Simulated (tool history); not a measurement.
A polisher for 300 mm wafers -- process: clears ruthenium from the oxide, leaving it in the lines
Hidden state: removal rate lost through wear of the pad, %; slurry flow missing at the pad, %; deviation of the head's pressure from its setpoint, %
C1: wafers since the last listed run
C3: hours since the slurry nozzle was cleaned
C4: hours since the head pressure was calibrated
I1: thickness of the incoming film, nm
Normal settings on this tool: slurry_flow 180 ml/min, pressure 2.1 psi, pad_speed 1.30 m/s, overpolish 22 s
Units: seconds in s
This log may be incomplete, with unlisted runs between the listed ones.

Run 1, hour 0.0: usual settings; C1 0; wafers polished on this pad 1495; C3 7.7; C4 467.9; I1 190.6. Result: seconds 129.3 s.
At hour 20.1: head pressure recalibrated.
Run 2, hour 31.9: usual settings; C1 305; wafers polished on this pad 1801; C3 39.6; C4 11.8; I1 187.1. Result: seconds 114.7 s.
Run 3, hour 57.8: usual settings but pad_speed 1.54 m/s; C1 264; wafers polished on this pad 2065; C3 65.5; C4 37.7; I1 189.3. Result: seconds 99.7 s.
Run 4, hour 110.8: usual settings but pad_speed 1.54 m/s; C1 541; wafers polished on this pad 2607; C3 118.5; C4 90.7; I1 192.3. Result: seconds 105.8 s.
Run 5, hour 152.5: usual settings but overpolish 19 s; C1 426; wafers polished on this pad 3034; C3 160.2; C4 132.4; I1 193.7. Result: seconds 128.2 s.
Run 6, hour 185.6: usual settings; C1 338; wafers polished on this pad 3372; C3 193.3; C4 165.5; I1 190.1. Result: seconds 128.6 s.
Run 7, hour 244.3: usual settings; C1 600; wafers polished on this pad 3972; C3 252.0; C4 224.2; I1 193.0. Result: seconds 131.5 s.
Run 8, hour 285.6: usual settings; C1 422; wafers polished on this pad 4395; C3 293.3; C4 265.5; I1 189.4. Result: seconds 129.8 s.
Run 9, hour 313.4: usual settings but pad_speed 1.58 m/s; C1 284; wafers polished on this pad 4679; C3 321.1; C4 293.3; I1 190.8. Result: seconds 107.1 s.
At hour 323.0: worn pad replaced by a new one.
At hour 420.3: slurry nozzle cleaned.
At hour 429.9: head pressure recalibrated.
Run 10, hour 465.3: usual settings but pad_speed 1.58 m/s; C1 1481; wafers polished on this pad 1423; C3 45.0; C4 35.4; I1 193.8. Result: seconds 98.1 s.
Run 11, hour 504.5: usual settings but pad_speed 1.58 m/s; C1 400; wafers polished on this pad 1824; C3 84.2; C4 74.6; I1 191.4. Result: seconds 99.3 s.
Run 12, hour 540.4: usual settings; C1 367; wafers polished on this pad 2191; C3 120.1; C4 110.5; I1 189.9. Result: seconds 121.9 s.
Run 13, hour 564.9: usual settings; C1 250; wafers polished on this pad 2442; C3 144.6; C4 135.0; I1 189.0. Result: seconds 123.9 s.
Run 14, hour 634.7: usual settings but overpolish 32 s; C1 713; wafers polished on this pad 3155; C3 214.4; C4 204.8; I1 189.4. Result: seconds 128.6 s.
At hour 763.7: worn pad replaced by a new one.
Run 15, hour 774.9: usual settings but overpolish 32 s; C1 1392; wafers polished on this pad 114; C3 354.6; C4 345.0; I1 189.7. Result: seconds 130.0 s.
Run 16, hour 831.7: usual settings; C1 580; wafers polished on this pad 694; C3 411.4; C4 401.8; I1 188.5. Result: seconds 127.8 s.
Run 17, hour 867.6: usual settings but pressure 2.8 psi; C1 367; wafers polished on this pad 1061; C3 447.3; C4 437.7; I1 189.1. Result: seconds 94.6 s.
At hour 906.7: head pressure recalibrated.
At hour 921.7: slurry nozzle cleaned.
Run 18, hour 927.8: usual settings; C1 584; wafers polished on this pad 1646; C3 6.1; C4 21.1; I1 186.6. Result: seconds 114.1 s.
Run 19, hour 1133.7: usual settings; C1 2105; wafers polished on this pad 3752; C3 212.0; C4 227.0; I1 192.9. Result: seconds 128.2 s.
Run 20, hour 1172.9: usual settings; C1 400; wafers polished on this pad 4152; C3 251.2; C4 266.2; I1 191.2. Result: seconds 128.7 s.
Run 21, hour 1207.2: usual settings; C1 350; wafers polished on this pad 4503; C3 285.5; C4 300.5; I1 188.0. Result: seconds 124.9 s.
At hour 1216.9: worn pad replaced by a new one.
Run 22, hour 1271.8: usual settings but slurry_flow 200 ml/min, overpolish 28 s; C1 619; wafers polished on this pad 560; C3 350.1; C4 365.1; I1 188.9. Result: seconds 124.3 s.
At hour 1303.3: head pressure recalibrated.
Run 23, hour 1332.2: usual settings; C1 597; wafers polished on this pad 1158; C3 410.5; C4 28.9; I1 189.8. Result: seconds 117.1 s.
At hour 1351.0: slurry nozzle cleaned.
Run 24, hour 1389.0: usual settings but slurry_flow 220 ml/min; C1 570; wafers polished on this pad 1728; C3 38.0; C4 85.7; I1 190.6. Result: seconds 121.3 s.
Run 25, hour 1417.8: usual settings but slurry_flow 135 ml/min, overpolish 16 s; C1 294; wafers polished on this pad 2023; C3 66.8; C4 114.5; I1 192.1. Result: seconds 131.5 s.
Run 26, hour 1482.7: usual settings but slurry_flow 135 ml/min, pressure 1.6 psi, pad_speed 1.08 m/s; C1 663; wafers polished on this pad 2686; C3 131.7; C4 179.4; I1 191.1. Result: seconds 206.9 s.
Run 27, hour 1546.8: usual settings but slurry_flow 195 ml/min, pad_speed 1.70 m/s; C1 655; wafers polished on this pad 3342; C3 195.8; C4 243.5; I1 188.4. Result: seconds 93.2 s.
Run 28, hour 1599.7: usual settings but slurry_flow 135 ml/min, pad_speed 1.60 m/s; C1 540; wafers polished on this pad 3882; C3 248.7; C4 296.4; I1 190.2. Result: seconds 106.8 s.
Run 29, hour 1635.9: usual settings but slurry_flow 150 ml/min, pressure 2.7 psi, pad_speed 1.76 m/s; C1 370; wafers polished on this pad 4253; C3 284.9; C4 332.6; I1 188.8. Result: seconds 74.3 s.
Run 30, hour 1670.2: usual settings; C1 350; wafers polished on this pad 4603; C3 319.2; C4 366.9; I1 190.4. Result: seconds 130.2 s.
At hour 1695.7: worn pad replaced by a new one.
Run 31, hour 1706.6: usual settings but slurry_flow 220 ml/min, overpolish 12 s; C1 331; wafers polished on this pad 111; C3 355.6; C4 403.3; I1 188.2. Result: seconds 127.9 s.
At hour 1723.4: head pressure recalibrated.
Run 32, hour 1750.6: usual settings; C1 429; wafers polished on this pad 541; C3 399.6; C4 27.2; I1 190.0. Result: seconds 116.7 s.
Run 33, hour 1792.0: usual settings but slurry_flow 220 ml/min, pad_speed 1.68 m/s, overpolish 14 s; C1 423; wafers polished on this pad 964; C3 441.0; C4 68.6; I1 187.7. Result: seconds 90.0 s.
Run 34, hour 1826.5: usual settings but slurry_flow 145 ml/min, pad_speed 1.50 m/s, overpolish 18 s; C1 352; wafers polished on this pad 1317; C3 475.5; C4 103.1; I1 191.1. Result: seconds 107.6 s.
At hour 1843.3: slurry nozzle cleaned.
Run 35, hour 1878.5: usual settings but pressure 1.5 psi, pad_speed 1.12 m/s, overpolish 30 s; C1 521; wafers polished on this pad 1838; C3 35.2; C4 155.1; I1 190.5. Result: seconds 200.9 s.
Run 36, hour 1936.0: usual settings but slurry_flow 200 ml/min, overpolish 30 s; C1 587; wafers polished on this pad 2426; C3 92.7; C4 212.6; I1 190.4. Result: seconds 124.3 s.

The logged runs with the hidden state left out (each run's random variation unchanged):
run  seconds
  1    113.7
  2    113.6
  3     97.0
  4     99.9
  5    118.8
  6    118.0
  7    118.8
  8    116.4
  9     95.6
 10     96.7
 11     95.6
 12    115.4
 13    116.2
 14    118.1
 15    116.8
 16    114.2
 17     84.4
 18    113.8
 19    117.4
 20    117.0
 21    113.0
 22    111.7
 23    115.4
 24    115.6
 25    123.7
 26    190.4
 27     84.6
 28     96.0
 29     66.5
 30    116.2
 31    113.8
 32    117.1
 33     88.1
 34    103.6
 35    189.7
 36    115.6
